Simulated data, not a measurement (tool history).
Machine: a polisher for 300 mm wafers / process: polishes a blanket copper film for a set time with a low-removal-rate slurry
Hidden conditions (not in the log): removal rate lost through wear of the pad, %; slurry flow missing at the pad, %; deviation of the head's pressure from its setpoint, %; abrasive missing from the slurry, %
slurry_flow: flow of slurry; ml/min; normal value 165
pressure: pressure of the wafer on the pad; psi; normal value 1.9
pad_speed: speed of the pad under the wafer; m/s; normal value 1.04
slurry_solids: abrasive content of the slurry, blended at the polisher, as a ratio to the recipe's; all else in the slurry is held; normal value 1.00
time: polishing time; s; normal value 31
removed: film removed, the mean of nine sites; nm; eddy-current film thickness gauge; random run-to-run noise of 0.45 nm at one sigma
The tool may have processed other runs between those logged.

run    hour  slurry_flow  pressure  pad_speed  slurry_solids  time  wafers since the last listed run  wafers polished on this pad  hours since the slurry nozzle was cleaned  hours since the head pressure was calibrated  hours since the slurry blender was calibrated  incoming thickness of the incoming film, nm  removed
  1     0.0          165       1.9       1.04           1.00    37                                 0                         1592                                      255.3                                         438.5                                          334.8                                       1152.8     58.9
       26.7  -- slurry blender recalibrated
  2    82.3          165       1.9       1.04           1.00    37                               842                         2434                                      337.6                                         520.8                                           55.6                                       1188.5     57.4
      165.8  -- worn pad replaced by a new one
  3   173.4          165       1.9       1.04           1.00    31                               914                           80                                      428.7                                         611.9                                          146.7                                       1181.9     47.6
  4   222.1          165       1.9       1.04           1.00    31                               511                          591                                      477.4                                         660.6                                          195.4                                       1187.9     46.9
      357.4  -- slurry nozzle cleaned
  5   371.7          125       1.9       1.04           1.20    31                              1559                         2150                                       14.3                                         810.2                                          345.0                                       1161.1     45.5
      378.0  -- slurry blender recalibrated
  6   414.9          125       1.9       1.04           1.20    31                               432                         2583                                       57.5                                         853.4                                           36.9                                       1183.7     45.4
  7   514.2          125       1.9       1.04           1.20    31                              1042                         3625                                      156.8                                         952.7                                          136.2                                       1172.4     46.8
      518.8  -- worn pad replaced by a new one
  8   594.4          165       1.6       1.04           1.00    31                               799                          793                                      237.0                                        1032.9                                          216.4                                       1173.5     39.7
  9   697.9          150       1.9       1.04           1.00    31                              1086                         1879                                      340.5                                        1136.4                                          319.9                                       1182.3     46.1
      785.0  -- slurry blender recalibrated
 10   791.3          165       1.9       1.04           1.15    31                               959                         2839                                      433.9                                        1229.8                                            6.3                                       1171.4     47.0
      874.8  -- slurry nozzle cleaned
      877.0  -- head pressure recalibrated
 11   879.7          165       1.9       1.04           1.00    31                               896                         3735                                        4.9                                           2.7                                           94.7                                       1178.4     52.2
      901.8  -- worn pad replaced by a new one
 12   920.6          165       1.9       1.04           1.00    31                               387                          197                                       45.8                                          43.6                                          135.6                                       1182.3     51.9
 13   980.3          165       1.9       1.30           1.30    38                               626                          824                                      105.5                                         103.3                                          195.3                                       1176.9     83.0
 14  1025.4          165       1.9       1.04           1.00    31                               473                         1297                                      150.6                                         148.4                                          240.4                                       1183.1     51.5
 15  1092.5          165       1.9       1.04           1.00    31                               704                         2001                                      217.7                                         215.5                                          307.5                                       1160.4     50.3
     1120.0  -- slurry blender recalibrated
 16  1177.7          105       1.5       1.04           1.00    31                               873                         2874                                      302.9                                         300.7                                           57.7                                       1192.9     36.7
 17  1279.2          165       2.6       1.04           1.00    31                              1065                         3939                                      404.4                                         402.2                                          159.2                                       1176.4     66.0
     1309.6  -- worn pad replaced by a new one
 18  1326.2          165       1.9       1.04           1.15    31                               451                          174                                      451.4                                         449.2                                          206.2                                       1169.1     49.7
     1384.6  -- slurry nozzle cleaned
 19  1418.5          165       1.9       1.04           1.00    31                               958                         1132                                       33.9                                         541.5                                          298.5                                       1193.5     48.5
     1474.9  -- slurry blender recalibrated
 20  1526.5          135       1.9       1.04           1.00    31                              1112                         2244                                      141.9                                         649.5                                           51.6                                       1198.2     46.8
 21  1584.3          165       1.9       0.90           1.00    31                               606                         2851                                      199.7                                         707.3                                          109.4                                       1170.3     41.6
     1649.9  -- worn pad replaced by a new one
 22  1666.4          165       1.9       0.74           0.90    23                               819                          173                                      281.8                                         789.4                                          191.5                                       1162.3     24.8
 23  1747.0          165       1.9       1.04           0.80    31                               845                         1019                                      362.4                                         870.0                                          272.1                                       1178.1     45.3
 24  1832.3          215       1.3       1.04           0.80    31                               895                         1914                                      447.7                                         955.3                                          357.4                                       1163.6     34.1

What if the next run were any one of these 5? Each begins from the tool's condition after run 24:
  A  1832.7          165       1.9       0.92           1.00    31                                 4                         1918                                      448.1                                         955.7                                          357.8                                       1176.7        ?
  B  1832.7          110       1.9       0.68           1.00    31                                 4                         1918                                      448.1                                         955.7                                          357.8                                       1176.7        ?
  C  1832.7          195       1.2       0.72           1.15    31                                 4                         1918                                      448.1                                         955.7                                          357.8                                       1176.7        ?
  D  1832.7          140       1.9       1.04           0.80    22                                 4                         1918                                      448.1                                         955.7                                          357.8                                       1176.7        ?
  E  1832.7          165       1.5       1.30           0.90    27                                 4                         1918                                      448.1                                         955.7                                          357.8                                       1176.7        ?

run  removed
  A     42.0
  B     28.3
  C     23.3
  D     31.2
  E     41.1
Had the tool no hidden state, the same runs would have come out as:
run  removed
  A     45.7
  B     30.8
  C     25.3
  D     34.0
  E     44.7

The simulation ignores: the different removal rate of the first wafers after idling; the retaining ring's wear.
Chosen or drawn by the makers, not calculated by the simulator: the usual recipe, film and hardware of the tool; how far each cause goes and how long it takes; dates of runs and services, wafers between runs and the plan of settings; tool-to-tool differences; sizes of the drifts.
